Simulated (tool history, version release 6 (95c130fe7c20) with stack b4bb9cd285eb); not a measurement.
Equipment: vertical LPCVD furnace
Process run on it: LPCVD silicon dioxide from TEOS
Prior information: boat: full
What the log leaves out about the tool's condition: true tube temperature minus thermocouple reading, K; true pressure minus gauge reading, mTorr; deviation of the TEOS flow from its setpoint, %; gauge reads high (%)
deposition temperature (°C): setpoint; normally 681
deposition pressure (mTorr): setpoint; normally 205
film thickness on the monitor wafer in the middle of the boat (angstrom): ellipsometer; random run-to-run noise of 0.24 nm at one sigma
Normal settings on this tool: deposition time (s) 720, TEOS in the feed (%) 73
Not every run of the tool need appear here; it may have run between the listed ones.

| run | hour | deposition temperature (°C) | deposition pressure (mTorr) | deposition time (s) | TEOS in the feed (%) | wafers since the last listed run | hours since the last temperature calibration | hours since the pressure gauge was zeroed | hours since the TEOS flow controller was replaced | hours since the gauge calibration | read-back reference wafer on the same gauge, thickness | film thickness on the monitor wafer in the middle of the boat (angstrom) |
|---|---|---|---|---|---|---|---|---|---|---|---|---|
| 1 | 0 | 675 | 205 | 720 | 73 | 0 | 224.1 | 1671 | 1616.8 | 16.8 | 48.09 | 407.3 |
| 2 | 74.1 | 675 | 205 | 720 | 73 | 1561 | 298.2 | 1745.1 | 1690.9 | 90.9 | 47.98 | 402.5 |
| 3 | 127.6 | 675 | 205 | 720 | 73 | 1127 | 351.7 | 1798.6 | 1744.4 | 144.4 | 48.11 | 402.6 |
| 4 | 203.6 | 681 | 205 | 900 | 73 | 1601 | 427.7 | 1874.6 | 1820.4 | 220.4 | 48.17 | 579.2 |
| 5 | 306.3 | 681 | 205 | 900 | 73 | 2164 | 530.4 | 1977.3 | 1923.1 | 323.1 | 48.1 | 577 |
| 6 | 343.5 | 681 | 205 | 720 | 73 | 784 | 567.6 | 2014.5 | 1960.3 | 360.3 | 48.05 | 463.9 |
| 7 | 406.2 | 681 | 205 | 720 | 73 | 1321 | 630.3 | 2077.2 | 2023 | 423 | 48.02 | 468.6 |
| 8 | 493 | 681 | 205 | 720 | 73 | 1829 | 717.1 | 2164 | 2109.8 | 509.8 | 48.16 | 465.7 |
| 9 | 568.1 | 681 | 205 | 540 | 73 | 1582 | 792.2 | 2239.1 | 2184.9 | 584.9 | 48.06 | 347 |
| 10 | 637.7 | 681 | 205 | 540 | 73 | 1466 | 861.8 | 2308.7 | 2254.5 | 654.5 | 48.07 | 351.3 |
| 11 | 724.1 | 681 | 205 | 720 | 67 | 1821 | 948.2 | 2395.1 | 2340.9 | 740.9 | 48.23 | 444.9 |
| 12 | 766.3 | 674 | 205 | 720 | 73 | 889 | 990.4 | 2437.3 | 2383.1 | 783.1 | 48.12 | 391.8 |
| 13 | 837.4 | 674 | 205 | 720 | 73 | 1498 | 1061.5 | 2508.4 | 2454.2 | 854.2 | 48.21 | 390.8 |
| 14 | 929.6 | 681 | 205 | 720 | 73 | 1943 | 1153.7 | 2600.6 | 2546.4 | 946.4 | 48.17 | 466.2 |
| 15 | 992.1 | 681 | 205 | 720 | 73 | 1317 | 1216.2 | 2663.1 | 2608.9 | 1008.9 | 48.16 | 463.6 |
|  | 1058.1 | TEOS flow controller replaced |
| 16 | 1066.6 | 681 | 250 | 720 | 73 | 1064 | 1290.7 | 2737.6 | 8.5 | 1083.4 | 48.09 | 512.5 |
| 17 | 1144.8 | 692 | 245 | 960 | 80 | 1648 | 1368.9 | 2815.8 | 86.7 | 1161.6 | 48.07 | 926.4 |
| 18 | 1182.4 | 681 | 205 | 720 | 73 | 792 | 1406.5 | 2853.4 | 124.3 | 1199.2 | 48.15 | 466.1 |
|  | 1239.3 | gauge calibrated |
| 19 | 1239.5 | 689 | 205 | 720 | 67 | 1203 | 1463.6 | 2910.5 | 181.4 | 0.2 | 48.06 | 540.7 |
|  | 1364.5 | thermocouples replaced and temperature profile calibrated |
|  | 1373.9 | pressure gauge zeroed |
| 20 | 1374.4 | 691 | 205 | 720 | 81 | 2138 | 9.9 | 0.5 | 316.3 | 135.1 | 48.11 | 639.4 |
| 21 | 1441.7 | 676 | 240 | 960 | 87 | 1418 | 77.2 | 67.8 | 383.6 | 202.4 | 48.18 | 660.9 |
| 22 | 1529.2 | 681 | 205 | 720 | 68 | 1844 | 164.7 | 155.3 | 471.1 | 289.9 | 48.11 | 458.1 |
| 23 | 1585.5 | 681 | 205 | 720 | 73 | 1186 | 221 | 211.6 | 527.4 | 346.2 | 47.96 | 472.1 |
| 24 | 1688 | 681 | 205 | 720 | 73 | 2160 | 323.5 | 314.1 | 629.9 | 448.7 | 48.11 | 474.2 |
| 25 | 1738.6 | 684 | 205 | 960 | 80 | 1066 | 374.1 | 364.7 | 680.5 | 499.3 | 48.13 | 710.8 |
| 26 | 1810.7 | 681 | 205 | 720 | 73 | 1519 | 446.2 | 436.8 | 752.6 | 571.4 | 48.19 | 467.3 |
| 27 | 1884.2 | 689 | 170 | 720 | 73 | 1549 | 519.7 | 510.3 | 826.1 | 644.9 | 48.11 | 517.9 |
| 28 | 1978.3 | 681 | 170 | 600 | 66 | 1983 | 613.8 | 604.4 | 920.2 | 739 | 48.09 | 338.6 |
| 29 | 2064.5 | 681 | 205 | 720 | 59 | 1816 | 700 | 690.6 | 1006.4 | 825.2 | 48.24 | 425.6 |
| 30 | 2123.2 | 681 | 205 | 900 | 88 | 1237 | 758.7 | 749.3 | 1065.1 | 883.9 | 48.24 | 641.4 |

What if the next run were any one of these 5? Each begins from the tool's condition after run 30:
| A | 2126.5 | 681 | 205 | 450 | 73 | 69 | 762 | 752.6 | 1068.4 | 887.2 | ? | ? |
| B | 2126.5 | 681 | 190 | 630 | 64 | 69 | 762 | 752.6 | 1068.4 | 887.2 | ? | ? |
| C | 2126.5 | 671 | 205 | 870 | 73 | 69 | 762 | 752.6 | 1068.4 | 887.2 | ? | ? |
| D | 2126.5 | 689 | 190 | 570 | 85 | 69 | 762 | 752.6 | 1068.4 | 887.2 | ? | ? |
| E | 2126.5 | 681 | 205 | 480 | 73 | 69 | 762 | 752.6 | 1068.4 | 887.2 | ? | ? |

| run | read-back reference wafer on the same gauge, thickness | film thickness on the monitor wafer in the middle of the boat (angstrom) |
|---|---|---|
| A | 48.17 | 294.1 |
| B | 48.17 | 370.7 |
| C | 48.17 | 445.1 |
| D | 48.17 | 468.3 |
| E | 48.17 | 313.7 |
With no hidden state in the tool, these same runs would have given:
| run | film thickness on the monitor wafer in the middle of the boat (angstrom) |
|---|---|
| A | 298 |
| B | 376.1 |
| C | 451.2 |
| D | 475.2 |
| E | 317.9 |
